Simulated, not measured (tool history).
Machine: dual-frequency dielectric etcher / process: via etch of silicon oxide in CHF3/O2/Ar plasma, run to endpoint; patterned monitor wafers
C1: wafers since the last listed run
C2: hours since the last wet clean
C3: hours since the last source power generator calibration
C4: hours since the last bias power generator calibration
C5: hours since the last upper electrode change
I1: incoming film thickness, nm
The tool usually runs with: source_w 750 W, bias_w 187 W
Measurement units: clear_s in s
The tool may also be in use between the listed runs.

run 1 hour=0 | source_w=710 bias_w=218 | C1=0 C2=457.8 C3=3783.8 C4=3747.8 C5=1904.8 | I1=796.6 | clear_s=384.8
run 2 hour=24.1 | source_w=710 bias_w=218 | C1=161 C2=481.9 C3=3807.9 C4=3771.9 C5=1928.9 | I1=798.4 | clear_s=382.1
-- hour=82.3 wet clean of the chamber
run 3 hour=133 | source_w=750 bias_w=187 | C1=569 C2=50.7 C3=3916.8 C4=3880.8 C5=2037.8 | I1=793.6 | clear_s=395
run 4 hour=186 | source_w=750 bias_w=187 | C1=355 C2=103.7 C3=3969.8 C4=3933.8 C5=2090.8 | I1=799.8 | clear_s=398
run 5 hour=220.6 | source_w=900 bias_w=213 | C1=232 C2=138.3 C3=4004.4 C4=3968.4 C5=2125.4 | I1=800.1 | clear_s=364
run 6 hour=278.1 | source_w=900 bias_w=213 | C1=385 C2=195.8 C3=4061.9 C4=4025.9 C5=2182.9 | I1=794.5 | clear_s=362.8
run 7 hour=328.7 | source_w=900 bias_w=213 | C1=339 C2=246.4 C3=4112.5 C4=4076.5 C5=2233.5 | I1=804 | clear_s=369.6
run 8 hour=353.8 | source_w=880 bias_w=187 | C1=168 C2=271.5 C3=4137.6 C4=4101.6 C5=2258.6 | I1=799.5 | clear_s=379.3
run 9 hour=393.6 | source_w=880 bias_w=187 | C1=266 C2=311.3 C3=4177.4 C4=4141.4 C5=2298.4 | I1=806.5 | clear_s=385.6
run 10 hour=423.4 | source_w=750 bias_w=187 | C1=199 C2=341.1 C3=4207.2 C4=4171.2 C5=2328.2 | I1=800.4 | clear_s=394.3
run 11 hour=484.6 | source_w=690 bias_w=201 | C1=410 C2=402.3 C3=4268.4 C4=4232.4 C5=2389.4 | I1=793.9 | clear_s=392.1
-- hour=529.2 upper electrode replaced
run 12 hour=543 | source_w=750 bias_w=187 | C1=230 C2=460.7 C3=4326.8 C4=4290.8 C5=13.8 | I1=808.8 | clear_s=400.5
-- hour=585.8 wet clean of the chamber
run 13 hour=592.8 | source_w=750 bias_w=187 | C1=173 C2=7 C3=4376.6 C4=4340.6 C5=63.6 | I1=802.9 | clear_s=400.3
run 14 hour=636 | source_w=750 bias_w=200 | C1=289 C2=50.2 C3=4419.8 C4=4383.8 C5=106.8 | I1=803.1 | clear_s=396.2
run 15 hour=688.2 | source_w=750 bias_w=187 | C1=350 C2=102.4 C3=4472 C4=4436 C5=159 | I1=797.4 | clear_s=394.7
run 16 hour=740.1 | source_w=920 bias_w=202 | C1=348 C2=154.3 C3=4523.9 C4=4487.9 C5=210.9 | I1=808.1 | clear_s=374.6
-- hour=783.1 source power generator calibrated
run 17 hour=811.2 | source_w=750 bias_w=187 | C1=450 C2=225.4 C3=28.1 C4=4559 C5=282 | I1=807.7 | clear_s=401.8
run 18 hour=875.4 | source_w=600 bias_w=187 | C1=430 C2=289.6 C3=92.3 C4=4623.2 C5=346.2 | I1=795.7 | clear_s=417.5
run 19 hour=933.3 | source_w=900 bias_w=175 | C1=388 C2=347.5 C3=150.2 C4=4681.1 C5=404.1 | I1=804 | clear_s=389.8
run 20 hour=977.9 | source_w=750 bias_w=187 | C1=299 C2=392.1 C3=194.8 C4=4725.7 C5=448.7 | I1=798.9 | clear_s=394.9
run 21 hour=1078.4 | source_w=590 bias_w=187 | C1=673 C2=492.6 C3=295.3 C4=4826.2 C5=549.2 | I1=791.9 | clear_s=419.7
run 22 hour=1137 | source_w=910 bias_w=187 | C1=392 C2=551.2 C3=353.9 C4=4884.8 C5=607.8 | I1=803.9 | clear_s=379.9
run 23 hour=1179.2 | source_w=750 bias_w=233 | C1=283 C2=593.4 C3=396.1 C4=4927 C5=650 | I1=805.3 | clear_s=377
-- hour=1193.9 bias power generator calibrated
-- hour=1233.2 wet clean of the chamber
run 24 hour=1243.2 | source_w=830 bias_w=187 | C1=241 C2=10 C3=460.1 C4=49.3 C5=714 | I1=796.6 | clear_s=386.4
run 25 hour=1273.4 | source_w=750 bias_w=161 | C1=202 C2=40.2 C3=490.3 C4=79.5 C5=744.2 | I1=798.3 | clear_s=418.9
run 26 hour=1309.3 | source_w=640 bias_w=170 | C1=240 C2=76.1 C3=526.2 C4=115.4 C5=780.1 | I1=796.2 | clear_s=424.3
run 27 hour=1366.8 | source_w=710 bias_w=218 | C1=385 C2=133.6 C3=583.7 C4=172.9 C5=837.6 | I1=798.9 | clear_s=380.7
run 28 hour=1410.7 | source_w=750 bias_w=228 | C1=294 C2=177.5 C3=627.6 C4=216.8 C5=881.5 | I1=792.4 | clear_s=372.4
run 29 hour=1496.2 | source_w=750 bias_w=187 | C1=573 C2=263 C3=713.1 C4=302.3 C5=967 | I1=800.2 | clear_s=392.3
run 30 hour=1543.4 | source_w=870 bias_w=187 | C1=316 C2=310.2 C3=760.3 C4=349.5 C5=1014.2 | I1=805.2 | clear_s=389.3
run 31 hour=1569.3 | source_w=690 bias_w=156 | C1=173 C2=336.1 C3=786.2 C4=375.4 C5=1040.1 | I1=800.7 | clear_s=424.2
run 32 hour=1611.6 | source_w=750 bias_w=187 | C1=283 C2=378.4 C3=828.5 C4=417.7 C5=1082.4 | I1=801.1 | clear_s=399.6
run 33 hour=1647.2 | source_w=590 bias_w=187 | C1=238 C2=414 C3=864.1 C4=453.3 C5=1118 | I1=813.1 | clear_s=428.7
run 34 hour=1717 | source_w=600 bias_w=217 | C1=468 C2=483.8 C3=933.9 C4=523.1 C5=1187.8 | I1=795.8 | clear_s=395.4

Estimate the outcome of run 35 from the log above:
run 35 hour=1770.2 | source_w=880 bias_w=144 | C1=356 C2=537 C3=987.1 C4=576.3 C5=1241 | I1=799.6 | clear_s=?

clear_s: 413.5 s
Take away the tool's hidden state, keep the run-to-run variation as it was, and the same run would have given clear_s 413.5 s.

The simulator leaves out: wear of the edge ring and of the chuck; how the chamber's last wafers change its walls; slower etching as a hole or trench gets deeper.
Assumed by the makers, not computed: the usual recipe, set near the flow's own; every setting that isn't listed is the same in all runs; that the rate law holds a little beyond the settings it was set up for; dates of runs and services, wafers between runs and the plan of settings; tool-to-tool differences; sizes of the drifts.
